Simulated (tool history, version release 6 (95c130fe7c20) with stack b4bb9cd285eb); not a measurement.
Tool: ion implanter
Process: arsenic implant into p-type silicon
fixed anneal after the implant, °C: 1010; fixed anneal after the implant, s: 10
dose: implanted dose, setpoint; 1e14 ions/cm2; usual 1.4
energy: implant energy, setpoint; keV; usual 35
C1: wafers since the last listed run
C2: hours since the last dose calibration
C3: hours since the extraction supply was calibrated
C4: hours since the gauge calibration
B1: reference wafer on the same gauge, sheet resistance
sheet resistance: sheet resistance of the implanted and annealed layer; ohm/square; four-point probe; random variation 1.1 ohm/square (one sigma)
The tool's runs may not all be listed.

run 1 day=0 | dose=1.4 energy=35 | C1=0 C2=1362.8 C3=3949 C4=226.3 | B1=580.21 | sheet_resistance=519.37
run 2 day=0.362 | dose=1.4 energy=35 | C1=119 C2=1371.5 C3=3957.7 C4=235 | B1=580.2 | sheet_resistance=518.34
run 3 day=1.067 | dose=1.1 energy=35 | C1=233 C2=1388.4 C3=3974.6 C4=251.9 | B1=579.99 | sheet_resistance=613.28
run 4 day=1.762 | dose=1.4 energy=35 | C1=230 C2=1405.1 C3=3991.3 C4=268.6 | B1=579.81 | sheet_resistance=517.29
run 5 day=2.083 | dose=1.4 energy=35 | C1=106 C2=1412.8 C3=3999 C4=276.3 | B1=579.76 | sheet_resistance=518.22
run 6 day=2.729 | dose=1.4 energy=35 | C1=213 C2=1428.3 C3=4014.5 C4=291.8 | B1=580.45 | sheet_resistance=517.16
run 7 day=3.188 | dose=1.4 energy=35 | C1=151 C2=1439.3 C3=4025.5 C4=302.8 | B1=579.84 | sheet_resistance=518.23
run 8 day=3.825 | dose=1.4 energy=35 | C1=210 C2=1454.6 C3=4040.8 C4=318.1 | B1=580.1 | sheet_resistance=519.24
run 9 day=4.242 | dose=1.4 energy=35 | C1=137 C2=1464.6 C3=4050.8 C4=328.1 | B1=580.12 | sheet_resistance=518.04
run 10 day=4.575 | dose=1.4 energy=35 | C1=110 C2=1472.6 C3=4058.8 C4=336.1 | B1=580.42 | sheet_resistance=517.36
-- day=4.683 gauge calibrated
run 11 day=4.833 | dose=1.4 energy=35 | C1=85 C2=1478.8 C3=4065 C4=3.6 | B1=579.79 | sheet_resistance=518.44
run 12 day=5.446 | dose=1.4 energy=35 | C1=202 C2=1493.5 C3=4079.7 C4=18.3 | B1=580.09 | sheet_resistance=518.71
run 13 day=6.067 | dose=1.4 energy=38.5 | C1=205 C2=1508.4 C3=4094.6 C4=33.2 | B1=580.06 | sheet_resistance=507.84
run 14 day=6.562 | dose=1.4 energy=38.5 | C1=164 C2=1520.3 C3=4106.5 C4=45.1 | B1=579.96 | sheet_resistance=508.25
-- day=6.95 extraction supply calibrated
run 15 day=6.971 | dose=1.4 energy=35 | C1=24 C2=1530.1 C3=0.5 C4=54.9 | B1=579.92 | sheet_resistance=517.29
run 16 day=7.158 | dose=1.4 energy=35 | C1=62 C2=1534.6 C3=5 C4=59.4 | B1=580.2 | sheet_resistance=519.71
run 17 day=7.438 | dose=1.4 energy=35 | C1=92 C2=1541.3 C3=11.7 C4=66.1 | B1=579.94 | sheet_resistance=520.98
-- day=8.042 Faraday cup replaced and dose calibrated
run 18 day=8.062 | dose=1.05 energy=23.5 | C1=96 C2=0.5 C3=26.7 C4=81.1 | B1=580.21 | sheet_resistance=691.54
run 19 day=8.683 | dose=1.4 energy=35 | C1=205 C2=15.4 C3=41.6 C4=96 | B1=580.07 | sheet_resistance=527.62
run 20 day=9.179 | dose=1.4 energy=35 | C1=164 C2=27.3 C3=53.5 C4=107.9 | B1=579.95 | sheet_resistance=528.07
run 21 day=9.729 | dose=1.16 energy=35 | C1=182 C2=40.5 C3=66.7 C4=121.1 | B1=580.05 | sheet_resistance=598.69
run 22 day=10.288 | dose=1.4 energy=35 | C1=184 C2=53.9 C3=80.1 C4=134.5 | B1=579.98 | sheet_resistance=527.69
run 23 day=10.6 | dose=1.52 energy=44.5 | C1=103 C2=61.4 C3=87.6 C4=142 | B1=580 | sheet_resistance=480.17
run 24 day=11.046 | dose=1.4 energy=35 | C1=147 C2=72.1 C3=98.3 C4=152.7 | B1=580.03 | sheet_resistance=528.7
run 25 day=11.367 | dose=1.68 energy=43 | C1=106 C2=79.8 C3=106 C4=160.4 | B1=579.69 | sheet_resistance=448.18
run 26 day=12.1 | dose=1.58 energy=35 | C1=242 C2=97.4 C3=123.6 C4=178 | B1=580.1 | sheet_resistance=486.29
-- day=12.646 Faraday cup replaced and dose calibrated, repeated, since the last time left the tool worse
run 27 day=12.667 | dose=1.4 energy=35 | C1=77 C2=0.5 C3=137.2 C4=191.6 | B1=579.8 | sheet_resistance=504.04
run 28 day=13.05 | dose=1.4 energy=35 | C1=126 C2=9.7 C3=146.4 C4=200.8 | B1=579.94 | sheet_resistance=503.45
run 29 day=13.346 | dose=1.05 energy=35 | C1=97 C2=16.8 C3=153.5 C4=207.9 | B1=579.75 | sheet_resistance=615.56
run 30 day=13.779 | dose=1.69 energy=23.5 | C1=143 C2=27.2 C3=163.9 C4=218.3 | B1=579.92 | sheet_resistance=474.03
run 31 day=14.312 | dose=1.72 energy=35 | C1=176 C2=40 C3=176.7 C4=231.1 | B1=579.83 | sheet_resistance=436.99
run 32 day=14.904 | dose=1.4 energy=35 | C1=195 C2=54.2 C3=190.9 C4=245.3 | B1=579.88 | sheet_resistance=508.17
run 33 day=15.562 | dose=1.4 energy=35 | C1=217 C2=70 C3=206.7 C4=261.1 | B1=580.01 | sheet_resistance=504.75
run 34 day=16.021 | dose=1.4 energy=35 | C1=151 C2=81 C3=217.7 C4=272.1 | B1=579.88 | sheet_resistance=505.38
run 35 day=16.338 | dose=1.8 energy=27.5 | C1=104 C2=88.6 C3=225.3 C4=279.7 | B1=580.27 | sheet_resistance=443.31
run 36 day=16.754 | dose=1.28 energy=43.5 | C1=137 C2=98.6 C3=235.3 C4=289.7 | B1=580.15 | sheet_resistance=517.59
run 37 day=17.292 | dose=1.55 energy=40 | C1=177 C2=111.5 C3=248.2 C4=302.6 | B1=579.96 | sheet_resistance=462.11
run 38 day=17.671 | dose=1.29 energy=39.5 | C1=125 C2=120.6 C3=257.3 C4=311.7 | B1=580.27 | sheet_resistance=525.06

The tool's hidden state at each run:
deviation of the true energy from its setpoint, %: 0 in every run
gauge reads high (%): 0 in every run
H1: deviation of the true dose from the Faraday cup's reading, %
run=1 H1=-3.6
run=2 H1=-3.6
run=3 H1=-3.61
run=4 H1=-3.62
run=5 H1=-3.62
run=6 H1=-3.63
run=7 H1=-3.63
run=8 H1=-3.64
run=9 H1=-3.64
run=10 H1=-3.64
run=11 H1=-3.65
run=12 H1=-3.65
run=13 H1=-3.66
run=14 H1=-3.66
run=15 H1=-3.66
run=16 H1=-3.67
run=17 H1=-3.67
run=18 H1=-5.81
run=19 H1=-5.91
run=20 H1=-5.99
run=21 H1=-6.08
run=22 H1=-6.17
run=23 H1=-6.21
run=24 H1=-6.28
run=25 H1=-6.33
run=26 H1=-6.43
run=27 H1=-0.0765
run=28 H1=-0.14
run=29 H1=-0.189
run=30 H1=-0.258
run=31 H1=-0.342
run=32 H1=-0.433
run=33 H1=-0.53
run=34 H1=-0.597
run=35 H1=-0.641
run=36 H1=-0.699
run=37 H1=-0.773
run=38 H1=-0.823

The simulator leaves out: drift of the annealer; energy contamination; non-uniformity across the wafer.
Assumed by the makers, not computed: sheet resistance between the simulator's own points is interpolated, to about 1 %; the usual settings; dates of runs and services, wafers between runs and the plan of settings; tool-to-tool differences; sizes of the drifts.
